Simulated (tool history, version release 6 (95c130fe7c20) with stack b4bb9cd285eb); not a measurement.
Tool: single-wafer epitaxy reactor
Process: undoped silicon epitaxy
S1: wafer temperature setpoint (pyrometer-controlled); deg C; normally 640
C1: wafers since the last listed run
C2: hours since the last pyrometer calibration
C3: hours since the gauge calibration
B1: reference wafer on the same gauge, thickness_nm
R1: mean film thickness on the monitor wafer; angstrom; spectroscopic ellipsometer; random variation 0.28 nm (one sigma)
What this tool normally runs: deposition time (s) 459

run 1 hour=0.0 | S1=640 deposition_time_(s)=439 | C1=0 C2=1271.3 C3=304.8 | B1=67.514 | R1=609.62
run 2 hour=72.4 | S1=640 deposition_time_(s)=439 | C1=364 C2=1343.7 C3=377.2 | B1=67.495 | R1=604.74
run 3 hour=117.0 | S1=640 deposition_time_(s)=439 | C1=224 C2=1388.3 C3=421.8 | B1=67.514 | R1=610.52
run 4 hour=397.4 | S1=640 deposition_time_(s)=459 | C1=1412 C2=1668.7 C3=702.2 | B1=67.584 | R1=639.61
run 5 hour=468.3 | S1=640 deposition_time_(s)=459 | C1=357 C2=1739.6 C3=773.1 | B1=67.467 | R1=628.45
run 6 hour=539.1 | S1=640 deposition_time_(s)=459 | C1=356 C2=1810.4 C3=843.9 | B1=67.457 | R1=636.63
-- hour=578.6 gauge calibrated
run 7 hour=615.4 | S1=628 deposition_time_(s)=459 | C1=384 C2=1886.7 C3=36.8 | B1=67.489 | R1=464.94
-- hour=638.4 pyrometer calibrated
run 8 hour=761.1 | S1=628 deposition_time_(s)=459 | C1=693 C2=122.7 C3=182.5 | B1=67.465 | R1=487.34
run 9 hour=820.7 | S1=640 deposition_time_(s)=548 | C1=300 C2=182.3 C3=242.1 | B1=67.418 | R1=794.60
run 10 hour=928.2 | S1=649 deposition_time_(s)=459 | C1=541 C2=289.8 C3=349.6 | B1=67.524 | R1=820.22
run 11 hour=1000.6 | S1=640 deposition_time_(s)=439 | C1=364 C2=362.2 C3=422.0 | B1=67.491 | R1=626.34
run 12 hour=1050.6 | S1=640 deposition_time_(s)=439 | C1=251 C2=412.2 C3=472.0 | B1=67.492 | R1=625.80
run 13 hour=1091.4 | S1=634 deposition_time_(s)=433 | C1=205 C2=453.0 C3=512.8 | B1=67.521 | R1=523.00
run 14 hour=1166.2 | S1=640 deposition_time_(s)=377 | C1=376 C2=527.8 C3=587.6 | B1=67.494 | R1=529.41
run 15 hour=1227.2 | S1=632 deposition_time_(s)=523 | C1=307 C2=588.8 C3=648.6 | B1=67.515 | R1=597.96
run 16 hour=1313.7 | S1=647 deposition_time_(s)=459 | C1=435 C2=675.3 C3=735.1 | B1=67.461 | R1=764.07

Below are 4 alternative next runs, each starting from the tool's condition after run 16. Predict each:
run A hour=1314.2 | S1=640 deposition_time_(s)=459 | C1=2 C2=675.8 C3=735.6 | B1=? | R1=?
run B hour=1314.2 | S1=640 deposition_time_(s)=521 | C1=2 C2=675.8 C3=735.6 | B1=? | R1=?
run C hour=1314.2 | S1=652 deposition_time_(s)=459 | C1=2 C2=675.8 C3=735.6 | B1=? | R1=?
run D hour=1314.2 | S1=640 deposition_time_(s)=399 | C1=2 C2=675.8 C3=735.6 | B1=? | R1=?

run=A B1=67.511 R1=642.33
run=B B1=67.511 R1=729.09
run=C B1=67.511 R1=867.91
run=D B1=67.511 R1=558.37
Had the tool no hidden state, the same runs would have come out as:
run=A R1=661.32
run=B R1=750.65
run=C R1=892.80
run=D R1=574.87

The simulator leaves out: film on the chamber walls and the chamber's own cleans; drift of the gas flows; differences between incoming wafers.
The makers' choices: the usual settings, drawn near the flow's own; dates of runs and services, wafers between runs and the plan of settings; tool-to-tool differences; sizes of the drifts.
